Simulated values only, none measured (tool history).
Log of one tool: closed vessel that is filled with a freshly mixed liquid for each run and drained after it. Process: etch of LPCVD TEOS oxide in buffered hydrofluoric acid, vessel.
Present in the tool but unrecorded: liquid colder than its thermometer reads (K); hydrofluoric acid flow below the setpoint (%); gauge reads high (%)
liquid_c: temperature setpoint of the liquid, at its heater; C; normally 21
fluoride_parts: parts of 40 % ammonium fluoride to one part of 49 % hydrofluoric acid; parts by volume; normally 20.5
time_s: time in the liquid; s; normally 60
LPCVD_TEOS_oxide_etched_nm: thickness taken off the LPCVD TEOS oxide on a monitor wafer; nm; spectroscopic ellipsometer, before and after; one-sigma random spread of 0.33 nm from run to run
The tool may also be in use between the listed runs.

run     day  liquid_c  fluoride_parts  time_s  wafers since the last listed run  hours since the thermometer was replaced  hours since the hydrofluoric acid flow meter was replaced  hours since the gauge calibration  read-back film thickness of the LPCVD TEOS oxide reference wafer, read on the same gauge (nm)  LPCVD_TEOS_oxide_etched_nm
  1       0        21            20.5      60                                 0                                    2054.1                                                      719.4                                303                                                                                          59.98                        38.7
  2   1.121        21            20.5      60                              3635                                      2081                                                      746.3                              329.9                                                                                          60.02                        39.3
  3   2.358        21            20.5      60                              4013                                    2110.7                                                        776                              359.6                                                                                             60                       38.96
  4   3.367        21            20.5      60                              3270                                    2134.9                                                      800.2                              383.8                                                                                          60.02                       38.63
  5   4.467        21            20.5      60                              3567                                    2161.3                                                      826.6                              410.2                                                                                          60.01                       38.13
  6   5.208        21              25      50                              2405                                    2179.1                                                      844.4                                428                                                                                             60                       27.53
  7   6.246        21              25      50                              3364                                      2204                                                      869.3                              452.9                                                                                          60.01                       27.84
  8    7.05        21              25      50                              2608                                    2223.3                                                      888.6                              472.2                                                                                          60.01                        27.9
      8.383  -- hydrofluoric acid flow meter replaced
  9   8.858        21              23      60                              5729                                    2266.7                                                       11.4                              515.6                                                                                          60.01                       38.45
 10   9.417        21              23      60                              1810                                    2280.1                                                       24.8                                529                                                                                          60.01                       38.52
 11  10.542        21            20.5      60                              3648                                    2307.1                                                       51.8                                556                                                                                          60.03                       41.52
     10.821  -- gauge calibrated
     10.838  -- thermometer replaced
 12  11.825        21            20.5      60                              4026                                      23.7                                                       82.6                               24.1                                                                                          60.03                       49.34
 13  12.946        21            20.5      60                              3635                                      50.6                                                      109.5                                 51                                                                                          60.05                       48.12
 14  14.133        21            20.5      60                              3851                                      79.1                                                        138                               79.5                                                                                          59.95                       48.66
 15  15.092        21              25      50                              3108                                     102.1                                                        161                              102.5                                                                                          60.02                       35.25
 16   16.55        21            20.5      60                              4729                                     137.1                                                        196                              137.5                                                                                             60                       48.31
 17  17.508        19            22.5      85                              3108                                     160.1                                                        219                              160.5                                                                                          59.99                       57.74
 18  18.867        19            12.5      70                              4405                                     192.7                                                      251.6                              193.1                                                                                          59.99                       79.32
 19  20.121        21            20.5      60                              4067                                     222.8                                                      281.7                              223.2                                                                                          60.01                        47.5
 20    20.9        21            20.5      30                              2526                                     241.5                                                      300.4                              241.9                                                                                          60.01                       23.59
 21  21.717        21              23      75                              2648                                     261.1                                                        320                              261.5                                                                                          60.01                       53.42
 22   22.85        23            20.5      60                              3675                                     288.3                                                      347.2                              288.7                                                                                          59.96                       53.02
 23  23.396        17            14.5      50                              1770                                     301.4                                                      360.3                              301.8                                                                                          60.02                       42.32
 24  23.933        21            20.5      60                              1743                                     314.3                                                      373.2                              314.7                                                                                          59.98                       46.33
 25  24.967        21            15.5      70                              3351                                     339.1                                                        398                              339.5                                                                                          60.01                       69.28
 26  25.704        17            24.5      60                              2391                                     356.8                                                      415.7                              357.2                                                                                          59.97                       32.75
 27  26.554        21            15.5      70                              2756                                     377.2                                                      436.1                              377.6                                                                                          59.96                       69.18
 28  27.392        21            20.5      50                              2716                                     397.3                                                      456.2                              397.7                                                                                          59.98                       38.16

What would each run have given without the hidden state, its run-to-run variation left as it was?
run  LPCVD_TEOS_oxide_etched_nm
  1                       49.24
  2                       50.25
  3                       50.07
  4                       49.87
  5                       49.48
  6                       35.86
  7                       36.44
  8                       36.64
  9                       46.08
 10                       46.29
 11                        50.1
 12                       50.17
 13                       49.18
 14                       49.97
 15                       36.34
 16                        50.1
 17                       60.14
 18                       84.17
 19                       49.98
 20                       24.92
 21                        56.6
 22                       56.41
 23                       46.01
 24                       49.54
 25                       75.89
 26                       35.33
 27                       76.44
 28                       41.42
